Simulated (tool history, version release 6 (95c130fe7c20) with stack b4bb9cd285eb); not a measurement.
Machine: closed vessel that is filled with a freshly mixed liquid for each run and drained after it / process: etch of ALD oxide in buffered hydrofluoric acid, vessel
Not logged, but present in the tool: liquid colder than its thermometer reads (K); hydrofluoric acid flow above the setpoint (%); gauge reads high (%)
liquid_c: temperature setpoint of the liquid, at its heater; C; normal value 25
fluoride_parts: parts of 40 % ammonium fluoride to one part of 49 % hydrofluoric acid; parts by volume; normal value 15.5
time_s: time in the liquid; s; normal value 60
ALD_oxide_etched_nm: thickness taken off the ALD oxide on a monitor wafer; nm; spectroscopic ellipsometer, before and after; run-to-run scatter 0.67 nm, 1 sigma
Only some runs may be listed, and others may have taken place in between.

run   hour  liquid_c  fluoride_parts  time_s  wafers since the last listed run  hours since the thermometer was replaced  hours since the hydrofluoric acid flow meter was replaced  hours since the gauge calibration  read-back film thickness of the ALD oxide reference wafer, read on the same gauge (nm)  ALD_oxide_etched_nm
  1      0        25            15.5      60                                 0                                    1435.2                                                       1436                               52.1                                                                                      50               112.69
  2   16.6        25            15.5      60                              2200                                    1451.8                                                     1452.6                               68.7                                                                                   49.97                112.7
  3   46.7        25            15.5      60                              3989                                    1481.9                                                     1482.7                               98.8                                                                                   49.96               112.78
  4   73.9        25            15.5      60                              3605                                    1509.1                                                     1509.9                                126                                                                                   50.01               113.21
  5   96.6        25            15.5      60                              3008                                    1531.8                                                     1532.6                              148.7                                                                                   49.95               112.03
  6  129.5        25            15.5      75                              4361                                    1564.7                                                     1565.5                              181.6                                                                                   50.02               140.33
  7    148        25            15.5      75                              2452                                    1583.2                                                       1584                              200.1                                                                                   49.99               141.56
  8  170.7        25            15.5      60                              3008                                    1605.9                                                     1606.7                              222.8                                                                                   49.94               113.99
  9  256.3        25            15.5      60                             11346                                    1691.5                                                     1692.3                              308.4                                                                                   49.99                113.1
 10  285.3      27.5            15.5      60                              3844                                    1720.5                                                     1721.3                              337.4                                                                                   50.04               130.35
 11  306.1      27.5            15.5      60                              2757                                    1741.3                                                     1742.1                              358.2                                                                                   50.01               131.99
 12  349.8      27.5            15.5      60                              5792                                      1785                                                     1785.8                              401.9                                                                                      50               130.64
     361.9  -- hydrofluoric acid flow meter replaced
 13  383.8        25            15.5      60                              4374                                      1819                                                       21.9                              435.9                                                                                   49.96               105.85
 14  419.5      26.5              12      60                              4732                                    1854.7                                                       57.6                              471.6                                                                                      50               146.73
 15  448.1      20.5            19.5      80                              3791                                    1883.3                                                       86.2                              500.2                                                                                   49.96                87.87
 16  466.4        25            15.5      60                              2425                                    1901.6                                                      104.5                              518.5                                                                                      50               105.04
 17  488.2      21.5              20      60                              2889                                    1923.4                                                      126.3                              540.3                                                                                   49.98                67.64
     496.2  -- thermometer replaced
 18    501        25            15.5      80                              1564                                       4.8                                                      139.1                              553.1                                                                                   50.02                139.9

Forecast run 19:
 19  515.7        23            15.5      60                              1948                                      19.5                                                      153.8                              567.8                                                                                       ?                    ?

{"run 19": {"read-back film thickness of the ALD oxide reference wafer, read on the same gauge (nm)": 49.97, "ALD_oxide_etched_nm": 95.5}}
Minus the tool's unlogged condition, the same run would have read ALD_oxide_etched_nm 93.04 nm.
